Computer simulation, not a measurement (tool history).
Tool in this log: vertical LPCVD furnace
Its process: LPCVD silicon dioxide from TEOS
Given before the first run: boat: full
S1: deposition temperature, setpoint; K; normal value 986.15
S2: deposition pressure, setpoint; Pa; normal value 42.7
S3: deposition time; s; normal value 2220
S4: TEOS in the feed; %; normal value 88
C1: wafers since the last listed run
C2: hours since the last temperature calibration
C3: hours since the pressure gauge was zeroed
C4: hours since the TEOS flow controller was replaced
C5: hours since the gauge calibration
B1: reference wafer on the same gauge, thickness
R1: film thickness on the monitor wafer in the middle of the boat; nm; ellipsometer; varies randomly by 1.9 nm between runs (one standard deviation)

| run | hour | S1 | S2 | S3 | S4 | C1 | C2 | C3 | C4 | C5 | B1 | R1 |
|---|---|---|---|---|---|---|---|---|---|---|---|---|
| 1 | 0.0 | 986.15 | 42.7 | 2220 | 88 | 0 | 2108.9 | 3580.4 | 4501.0 | 610.9 | 451.32 | 527.48 |
| 2 | 289.7 | 986.15 | 42.7 | 1590 | 76 | 5667 | 2398.6 | 3870.1 | 4790.7 | 900.6 | 451.21 | 351.57 |
| 3 | 342.6 | 986.15 | 42.7 | 1590 | 76 | 1034 | 2451.5 | 3923.0 | 4843.6 | 953.5 | 450.24 | 351.92 |
| 4 | 398.7 | 986.15 | 42.7 | 1590 | 76 | 1097 | 2507.6 | 3979.1 | 4899.7 | 1009.6 | 451.46 | 351.47 |
| 5 | 444.7 | 986.15 | 42.7 | 2220 | 88 | 899 | 2553.6 | 4025.1 | 4945.7 | 1055.6 | 451.32 | 529.73 |
|  | 540.6 | thermocouples replaced and temperature profile calibrated |
| 6 | 541.1 | 986.15 | 42.7 | 2220 | 88 | 1416 | 0.5 | 4121.5 | 5042.1 | 1152.0 | 451.27 | 508.30 |
|  | 610.5 | pressure gauge zeroed |
| 7 | 619.5 | 986.15 | 42.7 | 2220 | 88 | 1064 | 78.9 | 9.0 | 5120.5 | 1230.4 | 450.09 | 509.48 |
| 8 | 696.1 | 986.15 | 42.7 | 2220 | 93 | 1498 | 155.5 | 85.6 | 5197.1 | 1307.0 | 450.80 | 525.36 |
| 9 | 800.4 | 986.15 | 42.7 | 2220 | 93 | 2040 | 259.8 | 189.9 | 5301.4 | 1411.3 | 450.39 | 526.88 |
| 10 | 897.8 | 986.15 | 42.7 | 2220 | 93 | 1905 | 357.2 | 287.3 | 5398.8 | 1508.7 | 451.33 | 526.74 |
| 11 | 958.4 | 986.15 | 42.7 | 2220 | 88 | 1185 | 417.8 | 347.9 | 5459.4 | 1569.3 | 450.69 | 516.11 |
| 12 | 1010.2 | 986.15 | 42.7 | 2220 | 88 | 1013 | 469.6 | 399.7 | 5511.2 | 1621.1 | 451.47 | 512.37 |
| 13 | 1315.4 | 994.15 | 34.7 | 2520 | 88 | 5970 | 774.8 | 704.9 | 5816.4 | 1926.3 | 451.43 | 626.88 |
| 14 | 1409.2 | 986.15 | 42.7 | 2220 | 71 | 1834 | 868.6 | 798.7 | 5910.2 | 2020.1 | 451.89 | 463.58 |
| 15 | 1481.0 | 986.15 | 42.7 | 2880 | 88 | 1404 | 940.4 | 870.5 | 5982.0 | 2091.9 | 450.01 | 667.99 |
| 16 | 1520.2 | 977.15 | 42.7 | 2220 | 88 | 766 | 979.6 | 909.7 | 6021.2 | 2131.1 | 451.14 | 425.82 |
| 17 | 1564.8 | 982.15 | 33.3 | 1890 | 97 | 872 | 1024.2 | 954.3 | 6065.8 | 2175.7 | 450.79 | 374.05 |
| 18 | 1638.7 | 979.15 | 38.0 | 2220 | 88 | 1445 | 1098.1 | 1028.2 | 6139.7 | 2249.6 | 450.56 | 419.60 |

Estimate the outcome of run 19 from the log above:
|  | 1677.9 | TEOS flow controller replaced |
| 19 | 1690.0 | 998.15 | 42.7 | 2220 | 76 | 534 | 1149.4 | 1079.5 | 12.1 | 2300.9 | ? | ? |

{"run 19": {"B1": 451.19, "R1": 633.37}}
If the tool had no hidden condition, the same run with the same run-to-run variation would have returned R1 617.96 nm.
